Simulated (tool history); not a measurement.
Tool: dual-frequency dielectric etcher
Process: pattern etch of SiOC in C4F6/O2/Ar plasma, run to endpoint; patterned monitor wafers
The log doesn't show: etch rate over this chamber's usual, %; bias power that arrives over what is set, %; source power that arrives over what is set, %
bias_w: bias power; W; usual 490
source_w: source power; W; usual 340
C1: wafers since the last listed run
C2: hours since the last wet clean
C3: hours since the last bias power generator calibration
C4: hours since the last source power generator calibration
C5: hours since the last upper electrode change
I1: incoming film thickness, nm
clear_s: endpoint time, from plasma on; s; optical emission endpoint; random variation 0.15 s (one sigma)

{"run": 1, "hour": 0.0, "bias_w": 581, "source_w": 340, "C1": 0, "C2": 57.3, "C3": 958.7, "C4": 2956, "C5": 1707, "I1": 46.66, "clear_s": 16.7}
{"run": 2, "hour": 68.4, "bias_w": 490, "source_w": 340, "C1": 636, "C2": 125.7, "C3": 1027.1, "C4": 3024.4, "C5": 1775.4, "I1": 46.61, "clear_s": 18.4}
{"run": 3, "hour": 206.4, "bias_w": 490, "source_w": 340, "C1": 1284, "C2": 263.7, "C3": 1165.1, "C4": 3162.4, "C5": 1913.4, "I1": 46.16, "clear_s": 18.3}
{"run": 4, "hour": 273.8, "bias_w": 490, "source_w": 340, "C1": 627, "C2": 331.1, "C3": 1232.5, "C4": 3229.8, "C5": 1980.8, "I1": 46.62, "clear_s": 18.6}
{"run": 5, "hour": 320.0, "bias_w": 490, "source_w": 340, "C1": 430, "C2": 377.3, "C3": 1278.7, "C4": 3276, "C5": 2027, "I1": 46.49, "clear_s": 18.7}
{"run": 6, "hour": 366.8, "bias_w": 490, "source_w": 340, "C1": 435, "C2": 424.1, "C3": 1325.5, "C4": 3322.8, "C5": 2073.8, "I1": 46.16, "clear_s": 18.7}
{"hour": 393.3, "done": "wet clean of the chamber"}
{"hour": 415.7, "done": "source power generator calibrated"}
{"run": 7, "hour": 416.1, "bias_w": 490, "source_w": 340, "C1": 198, "C2": 22.8, "C3": 1374.8, "C4": 0.4, "C5": 2123.1, "I1": 46.56, "clear_s": 17.1}
{"run": 8, "hour": 469.9, "bias_w": 490, "source_w": 340, "C1": 500, "C2": 76.6, "C3": 1428.6, "C4": 54.2, "C5": 2176.9, "I1": 46.03, "clear_s": 17.2}
{"run": 9, "hour": 514.5, "bias_w": 490, "source_w": 340, "C1": 415, "C2": 121.2, "C3": 1473.2, "C4": 98.8, "C5": 2221.5, "I1": 46.49, "clear_s": 17}
{"run": 10, "hour": 541.8, "bias_w": 490, "source_w": 340, "C1": 254, "C2": 148.5, "C3": 1500.5, "C4": 126.1, "C5": 2248.8, "I1": 46.54, "clear_s": 17.3}
{"run": 11, "hour": 568.3, "bias_w": 490, "source_w": 340, "C1": 246, "C2": 175, "C3": 1527, "C4": 152.6, "C5": 2275.3, "I1": 46.22, "clear_s": 17.2}
{"run": 12, "hour": 605.3, "bias_w": 490, "source_w": 340, "C1": 344, "C2": 212, "C3": 1564, "C4": 189.6, "C5": 2312.3, "I1": 45.99, "clear_s": 17.2}
{"run": 13, "hour": 655.1, "bias_w": 490, "source_w": 340, "C1": 463, "C2": 261.8, "C3": 1613.8, "C4": 239.4, "C5": 2362.1, "I1": 46.57, "clear_s": 17.3}
{"hour": 681.8, "done": "wet clean of the chamber, repeated, since the last time left the tool worse"}
{"run": 14, "hour": 730.8, "bias_w": 490, "source_w": 290, "C1": 481, "C2": 49, "C3": 1689.5, "C4": 315.1, "C5": 2437.8, "I1": 46.5, "clear_s": 18.9}
{"hour": 754.7, "done": "bias power generator calibrated"}
{"run": 15, "hour": 762.2, "bias_w": 553, "source_w": 340, "C1": 255, "C2": 80.4, "C3": 7.5, "C4": 346.5, "C5": 2469.2, "I1": 46.32, "clear_s": 17.1}
{"run": 16, "hour": 792.5, "bias_w": 577, "source_w": 310, "C1": 282, "C2": 110.7, "C3": 37.8, "C4": 376.8, "C5": 2499.5, "I1": 46.31, "clear_s": 17.1}
{"run": 17, "hour": 822.6, "bias_w": 414, "source_w": 410, "C1": 280, "C2": 140.8, "C3": 67.9, "C4": 406.9, "C5": 2529.6, "I1": 46.4, "clear_s": 18.8}
{"run": 18, "hour": 852.9, "bias_w": 578, "source_w": 400, "C1": 282, "C2": 171.1, "C3": 98.2, "C4": 437.2, "C5": 2559.9, "I1": 46.58, "clear_s": 16.4}
{"hour": 878.5, "done": "upper electrode replaced"}
{"run": 19, "hour": 919.3, "bias_w": 559, "source_w": 340, "C1": 394, "C2": 237.5, "C3": 164.6, "C4": 503.6, "C5": 40.8, "I1": 46.25, "clear_s": 17.7}
{"run": 20, "hour": 984.6, "bias_w": 490, "source_w": 340, "C1": 607, "C2": 302.8, "C3": 229.9, "C4": 568.9, "C5": 106.1, "I1": 46.41, "clear_s": 18.8}
{"run": 21, "hour": 1015.1, "bias_w": 404, "source_w": 400, "C1": 283, "C2": 333.3, "C3": 260.4, "C4": 599.4, "C5": 136.6, "I1": 46.19, "clear_s": 19.3}
{"run": 22, "hour": 1060.4, "bias_w": 599, "source_w": 340, "C1": 421, "C2": 378.6, "C3": 305.7, "C4": 644.7, "C5": 181.9, "I1": 46.95, "clear_s": 17.5}
{"hour": 1104.4, "done": "wet clean of the chamber"}
{"run": 23, "hour": 1104.9, "bias_w": 490, "source_w": 340, "C1": 190, "C2": 0.5, "C3": 350.2, "C4": 689.2, "C5": 226.4, "I1": 46.66, "clear_s": 18.3}
{"run": 24, "hour": 1145.4, "bias_w": 490, "source_w": 370, "C1": 376, "C2": 41, "C3": 390.7, "C4": 729.7, "C5": 266.9, "I1": 46.58, "clear_s": 18.2}
{"run": 25, "hour": 1177.5, "bias_w": 490, "source_w": 340, "C1": 298, "C2": 73.1, "C3": 422.8, "C4": 761.8, "C5": 299, "I1": 46.65, "clear_s": 18.6}
{"run": 26, "hour": 1220.8, "bias_w": 590, "source_w": 390, "C1": 403, "C2": 116.4, "C3": 466.1, "C4": 805.1, "C5": 342.3, "I1": 46.83, "clear_s": 16.4}

Forecast each of these 3 alternatives for the next run:
{"run": "A", "hour": 1221.2, "bias_w": 490, "source_w": 340, "C1": 3, "C2": 116.8, "C3": 466.5, "C4": 805.5, "C5": 342.7, "I1": 46.22, "clear_s": "?"}
{"run": "B", "hour": 1221.2, "bias_w": 490, "source_w": 300, "C1": 3, "C2": 116.8, "C3": 466.5, "C4": 805.5, "C5": 342.7, "I1": 46.22, "clear_s": "?"}
{"run": "C", "hour": 1221.2, "bias_w": 546, "source_w": 340, "C1": 3, "C2": 116.8, "C3": 466.5, "C4": 805.5, "C5": 342.7, "I1": 46.22, "clear_s": "?"}

run=A clear_s=18.5
run=B clear_s=19.1
run=C clear_s=17.6
Without the tool's hidden state the same runs would have given:
run=A clear_s=18.2
run=B clear_s=18.8
run=C clear_s=17.3

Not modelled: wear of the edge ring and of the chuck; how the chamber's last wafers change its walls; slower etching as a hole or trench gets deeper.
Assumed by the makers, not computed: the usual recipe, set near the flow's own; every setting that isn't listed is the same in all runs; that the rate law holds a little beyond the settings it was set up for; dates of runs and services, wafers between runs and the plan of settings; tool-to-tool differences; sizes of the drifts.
